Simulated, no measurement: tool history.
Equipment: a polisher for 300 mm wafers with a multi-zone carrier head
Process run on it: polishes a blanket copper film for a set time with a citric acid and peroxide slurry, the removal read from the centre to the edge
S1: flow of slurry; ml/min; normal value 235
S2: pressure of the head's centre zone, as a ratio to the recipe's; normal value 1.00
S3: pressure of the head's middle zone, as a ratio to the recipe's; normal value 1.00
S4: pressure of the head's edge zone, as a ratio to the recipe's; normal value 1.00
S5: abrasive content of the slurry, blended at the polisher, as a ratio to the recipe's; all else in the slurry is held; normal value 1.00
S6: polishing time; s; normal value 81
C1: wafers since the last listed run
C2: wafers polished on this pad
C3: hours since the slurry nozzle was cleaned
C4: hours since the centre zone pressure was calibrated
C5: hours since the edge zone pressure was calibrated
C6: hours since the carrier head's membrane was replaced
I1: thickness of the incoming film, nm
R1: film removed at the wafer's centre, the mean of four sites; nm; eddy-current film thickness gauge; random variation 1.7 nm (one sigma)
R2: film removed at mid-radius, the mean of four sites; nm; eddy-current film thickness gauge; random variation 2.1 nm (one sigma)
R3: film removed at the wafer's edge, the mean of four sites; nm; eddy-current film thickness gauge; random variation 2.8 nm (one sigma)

run	hour	S1	S2	S3	S4	S5	S6	C1	C2	C3	C4	C5	C6	I1	R1	R2	R3
1	0.0	235	1.00	1.00	1.00	1.00	81	0	524	907.8	757.5	1256.9	841.2	868.2	189.6	191.5	199.5
2	7.3	235	1.00	1.00	1.00	1.00	81	81	605	915.1	764.8	1264.2	848.5	884.3	188.6	193.9	193.7
# hour 19.1: worn pad replaced by a new one
3	20.4	235	1.00	1.00	1.00	1.00	81	101	14	928.2	777.9	1277.3	861.6	888.5	208.7	211.6	209.5
4	39.1	235	1.00	1.00	1.00	1.00	81	208	222	946.9	796.6	1296.0	880.3	891.5	203.6	209.8	208.5
5	56.6	235	1.00	0.94	1.00	1.00	81	194	417	964.4	814.1	1313.5	897.8	866.5	196.0	188.6	203.5
6	63.3	235	1.00	1.00	1.00	0.85	81	74	492	971.1	820.8	1320.2	904.5	884.3	192.4	196.0	198.5
# hour 80.7: slurry nozzle cleaned
# hour 83.3: edge zone pressure recalibrated
# hour 87.3: worn pad replaced by a new one
7	87.8	235	1.00	1.00	1.00	0.85	81	194	5	7.1	845.3	4.5	929.0	879.0	200.3	205.3	204.7
8	95.3	235	1.00	0.91	1.00	1.00	81	83	88	14.6	852.8	12.0	936.5	880.6	203.8	192.7	209.4
9	103.5	235	1.00	1.00	1.00	1.00	81	91	179	22.8	861.0	20.2	944.7	865.6	202.2	203.2	204.1
# hour 105.9: centre zone pressure recalibrated
# hour 116.4: carrier head's membrane replaced by a new one
10	116.9	235	0.91	1.00	1.00	1.00	65	71	251	36.2	11.0	33.6	0.5	886.5	143.3	160.6	159.9
11	130.6	235	1.00	1.10	0.96	1.00	81	152	403	49.9	24.7	47.3	14.2	892.4	194.8	213.8	193.0
12	140.7	235	1.00	1.00	1.00	1.00	81	112	516	60.0	34.8	57.4	24.3	884.4	186.6	194.1	192.6
13	157.0	235	1.00	1.00	1.00	1.00	81	181	697	76.3	51.1	73.7	40.6	879.4	185.2	187.9	189.5
# hour 164.3: worn pad replaced by a new one
14	165.0	295	0.94	1.00	1.00	1.00	91	44	8	84.3	59.1	81.7	48.6	867.0	221.1	237.5	245.1
15	174.4	195	0.88	1.00	1.00	0.80	103	104	113	93.7	68.5	91.1	58.0	890.8	216.0	249.0	255.2

Alternative continuations, all from the tool just after run 15; predict every row:
A	174.8	235	1.00	1.00	1.11	1.00	81	4	117	94.1	68.9	91.5	58.4	882.0	?	?	?
B	174.8	235	1.05	1.00	1.00	1.00	81	4	117	94.1	68.9	91.5	58.4	882.0	?	?	?
C	174.8	310	1.00	1.00	0.92	1.20	81	4	117	94.1	68.9	91.5	58.4	882.0	?	?	?

run	R1	R2	R3
A	202.9	205.6	220.9
B	213.2	205.6	209.7
C	214.5	216.7	211.2
Without the tool's hidden state the same runs would have given:
run	R1	R2	R3
A	210.0	212.7	228.5
B	220.6	212.7	217.0
C	222.0	224.3	218.5
